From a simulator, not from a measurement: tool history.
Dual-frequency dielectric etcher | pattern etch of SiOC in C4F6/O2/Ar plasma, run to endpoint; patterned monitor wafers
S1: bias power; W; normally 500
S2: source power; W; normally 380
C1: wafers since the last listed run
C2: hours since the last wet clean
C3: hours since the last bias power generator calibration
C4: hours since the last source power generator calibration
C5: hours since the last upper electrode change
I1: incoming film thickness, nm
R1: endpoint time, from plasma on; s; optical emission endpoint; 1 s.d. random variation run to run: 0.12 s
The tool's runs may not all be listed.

run	hour	S1	S2	C1	C2	C3	C4	C5	I1	R1
1	0	581	380	0	353.7	3975.3	4519.2	5917.2	49.14	16.8
2	25	581	380	337	378.7	4000.3	4544.2	5942.2	49.62	17.1
3	52.8	500	350	375	406.5	4028.1	4572	5970	49.82	18.3
# hour 103.5: wet clean of the chamber
4	222.6	500	350	1969	119.1	4197.9	4741.8	6139.8	49.99	18.6
5	270.3	500	350	644	166.8	4245.6	4789.5	6187.5	49.19	18.1
6	297	470	380	360	193.5	4272.3	4816.2	6214.2	49.84	18.1
7	355.6	470	380	791	252.1	4330.9	4874.8	6272.8	49.59	18.1
8	421	500	380	883	317.5	4396.3	4940.2	6338.2	49.52	17.7
# hour 448.4: source power generator calibrated
9	467.1	600	280	568	363.6	4442.4	18.7	6384.3	49.43	18.6
# hour 524.4: wet clean of the chamber
10	524.9	539	460	456	0.5	4500.2	76.5	6442.1	49.23	16.1
11	561.3	597	450	491	36.9	4536.6	112.9	6478.5	49.57	16
# hour 566.4: bias power generator calibrated
12	589.3	598	350	324	64.9	22.9	140.9	6506.5	50.02	17.6
# hour 663.5: upper electrode replaced
13	664	500	380	684	139.6	97.6	215.6	0.5	49.54	17.7
14	711.5	619	350	641	187.1	145.1	263.1	48	49.68	17.4
15	771.4	500	380	808	247	205	323	107.9	50.19	18
16	802.4	500	380	418	278	236	354	138.9	49.33	17.9
17	831.8	500	300	397	307.4	265.4	383.4	168.3	49.29	19.2

Below are 5 alternative next runs, each starting from the tool's condition after run 17. Predict each:
A	832.2	500	380	5	307.8	265.8	383.8	168.7	50.06	?
B	832.2	607	350	5	307.8	265.8	383.8	168.7	50.06	?
C	832.2	561	470	5	307.8	265.8	383.8	168.7	50.06	?
D	832.2	539	380	5	307.8	265.8	383.8	168.7	50.06	?
E	832.2	406	380	5	307.8	265.8	383.8	168.7	50.06	?

run	R1
A	18
B	17.6
C	16.2
D	17.6
E	18.9
Stripped of hidden state, with their random variation kept, the same runs would have yielded:
run	R1
A	18
B	17.6
C	16.2
D	17.6
E	18.9
